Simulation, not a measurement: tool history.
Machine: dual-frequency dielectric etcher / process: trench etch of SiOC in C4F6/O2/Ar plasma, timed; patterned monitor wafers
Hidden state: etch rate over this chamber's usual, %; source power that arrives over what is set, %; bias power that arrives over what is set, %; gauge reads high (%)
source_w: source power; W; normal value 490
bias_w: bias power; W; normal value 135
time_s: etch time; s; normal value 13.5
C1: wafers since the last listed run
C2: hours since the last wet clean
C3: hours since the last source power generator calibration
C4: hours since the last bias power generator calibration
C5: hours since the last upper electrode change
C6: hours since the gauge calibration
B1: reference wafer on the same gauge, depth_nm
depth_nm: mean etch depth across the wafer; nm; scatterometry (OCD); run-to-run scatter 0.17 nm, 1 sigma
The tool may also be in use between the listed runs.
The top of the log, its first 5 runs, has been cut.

{"run": 6, "hour": 422.0, "source_w": 490, "bias_w": 135, "time_s": 13.5, "C1": 1110, "C2": 422.5, "C3": 1743.1, "C4": 3691, "C5": 4680.5, "C6": 1606.1, "B1": 20.94, "depth_nm": 24.89}
{"hour": 539.4, "done": "wet clean of the chamber"}
{"run": 7, "hour": 539.9, "source_w": 420, "bias_w": 135, "time_s": 13.5, "C1": 1042, "C2": 0.5, "C3": 1861, "C4": 3808.9, "C5": 4798.4, "C6": 1724, "B1": 21.03, "depth_nm": 24.68}
{"run": 8, "hour": 620.9, "source_w": 420, "bias_w": 135, "time_s": 13.5, "C1": 899, "C2": 81.5, "C3": 1942, "C4": 3889.9, "C5": 4879.4, "C6": 1805, "B1": 21.01, "depth_nm": 24.77}
{"hour": 667.6, "done": "gauge calibrated"}
{"run": 9, "hour": 669.7, "source_w": 420, "bias_w": 135, "time_s": 13.5, "C1": 542, "C2": 130.3, "C3": 1990.8, "C4": 3938.7, "C5": 4928.2, "C6": 2.1, "B1": 21.01, "depth_nm": 24.44}
{"run": 10, "hour": 747.0, "source_w": 490, "bias_w": 135, "time_s": 10.5, "C1": 858, "C2": 207.6, "C3": 2068.1, "C4": 4016, "C5": 5005.5, "C6": 79.4, "B1": 20.98, "depth_nm": 19.42}
{"run": 11, "hour": 852.4, "source_w": 490, "bias_w": 135, "time_s": 10.5, "C1": 1170, "C2": 313, "C3": 2173.5, "C4": 4121.4, "C5": 5110.9, "C6": 184.8, "B1": 21.03, "depth_nm": 19.32}
{"run": 12, "hour": 912.6, "source_w": 420, "bias_w": 135, "time_s": 15.5, "C1": 668, "C2": 373.2, "C3": 2233.7, "C4": 4181.6, "C5": 5171.1, "C6": 245, "B1": 21.01, "depth_nm": 27.18}
{"run": 13, "hour": 975.2, "source_w": 420, "bias_w": 135, "time_s": 15.5, "C1": 695, "C2": 435.8, "C3": 2296.3, "C4": 4244.2, "C5": 5233.7, "C6": 307.6, "B1": 21.02, "depth_nm": 27.29}
{"hour": 1068.1, "done": "wet clean of the chamber"}
{"run": 14, "hour": 1081.8, "source_w": 420, "bias_w": 135, "time_s": 15.5, "C1": 917, "C2": 13.7, "C3": 2402.9, "C4": 4350.8, "C5": 5340.3, "C6": 414.2, "B1": 21.05, "depth_nm": 28.56}
{"run": 15, "hour": 1125.5, "source_w": 490, "bias_w": 135, "time_s": 13.5, "C1": 485, "C2": 57.4, "C3": 2446.6, "C4": 4394.5, "C5": 5384, "C6": 457.9, "B1": 21.01, "depth_nm": 25.44}
{"run": 16, "hour": 1230.4, "source_w": 490, "bias_w": 111, "time_s": 10.5, "C1": 1165, "C2": 162.3, "C3": 2551.5, "C4": 4499.4, "C5": 5488.9, "C6": 562.8, "B1": 20.99, "depth_nm": 18.84}
{"run": 17, "hour": 1286.9, "source_w": 490, "bias_w": 165, "time_s": 13.5, "C1": 627, "C2": 218.8, "C3": 2608, "C4": 4555.9, "C5": 5545.4, "C6": 619.3, "B1": 21.04, "depth_nm": 26.7}
{"hour": 1308.9, "done": "source power generator calibrated"}
{"run": 18, "hour": 1391.6, "source_w": 390, "bias_w": 135, "time_s": 17, "C1": 1118, "C2": 323.5, "C3": 82.7, "C4": 4660.6, "C5": 5650.1, "C6": 724, "B1": 21, "depth_nm": 29.78}
{"hour": 1449.3, "done": "upper electrode replaced"}
{"run": 19, "hour": 1468.8, "source_w": 490, "bias_w": 108, "time_s": 15, "C1": 590, "C2": 400.7, "C3": 159.9, "C4": 4737.8, "C5": 19.5, "C6": 801.2, "B1": 20.99, "depth_nm": 26.31}
{"hour": 1476.5, "done": "bias power generator calibrated"}
{"run": 20, "hour": 1570.7, "source_w": 380, "bias_w": 108, "time_s": 16, "C1": 1087, "C2": 502.6, "C3": 261.8, "C4": 94.2, "C5": 121.4, "C6": 903.1, "B1": 20.99, "depth_nm": 26.26}
{"hour": 1655.3, "done": "wet clean of the chamber"}
{"run": 21, "hour": 1655.8, "source_w": 410, "bias_w": 135, "time_s": 13.5, "C1": 678, "C2": 0.5, "C3": 346.9, "C4": 179.3, "C5": 206.5, "C6": 988.2, "B1": 20.99, "depth_nm": 25.13}
{"run": 22, "hour": 1709.3, "source_w": 490, "bias_w": 135, "time_s": 13.5, "C1": 594, "C2": 54, "C3": 400.4, "C4": 232.8, "C5": 260, "C6": 1041.7, "B1": 21.07, "depth_nm": 25.9}
{"run": 23, "hour": 1817.2, "source_w": 490, "bias_w": 135, "time_s": 17, "C1": 1198, "C2": 161.9, "C3": 508.3, "C4": 340.7, "C5": 367.9, "C6": 1149.6, "B1": 21.03, "depth_nm": 32.29}
{"run": 24, "hour": 1878.3, "source_w": 420, "bias_w": 107, "time_s": 16.5, "C1": 678, "C2": 223, "C3": 569.4, "C4": 401.8, "C5": 429, "C6": 1210.7, "B1": 20.95, "depth_nm": 28.51}
{"run": 25, "hour": 1931.2, "source_w": 380, "bias_w": 168, "time_s": 10.5, "C1": 587, "C2": 275.9, "C3": 622.3, "C4": 454.7, "C5": 481.9, "C6": 1263.6, "B1": 20.99, "depth_nm": 19.56}
{"run": 26, "hour": 2030.1, "source_w": 590, "bias_w": 103, "time_s": 17, "C1": 1098, "C2": 374.8, "C3": 721.2, "C4": 553.6, "C5": 580.8, "C6": 1362.5, "B1": 20.99, "depth_nm": 31.89}
{"run": 27, "hour": 2071.7, "source_w": 490, "bias_w": 135, "time_s": 13.5, "C1": 462, "C2": 416.4, "C3": 762.8, "C4": 595.2, "C5": 622.4, "C6": 1404.1, "B1": 21.02, "depth_nm": 25.04}
{"run": 28, "hour": 2111.2, "source_w": 490, "bias_w": 135, "time_s": 13.5, "C1": 438, "C2": 455.9, "C3": 802.3, "C4": 634.7, "C5": 661.9, "C6": 1443.6, "B1": 21.04, "depth_nm": 24.68}

Run 29 is up next; what results do you expect?
{"run": 29, "hour": 2160.8, "source_w": 490, "bias_w": 153, "time_s": 16.5, "C1": 550, "C2": 505.5, "C3": 851.9, "C4": 684.3, "C5": 711.5, "C6": 1493.2, "B1": "?", "depth_nm": "?"}

B1: 20.99
depth_nm: 31.23 nm
Without the tool's hidden state the same run would have given depth_nm 32.33 nm.

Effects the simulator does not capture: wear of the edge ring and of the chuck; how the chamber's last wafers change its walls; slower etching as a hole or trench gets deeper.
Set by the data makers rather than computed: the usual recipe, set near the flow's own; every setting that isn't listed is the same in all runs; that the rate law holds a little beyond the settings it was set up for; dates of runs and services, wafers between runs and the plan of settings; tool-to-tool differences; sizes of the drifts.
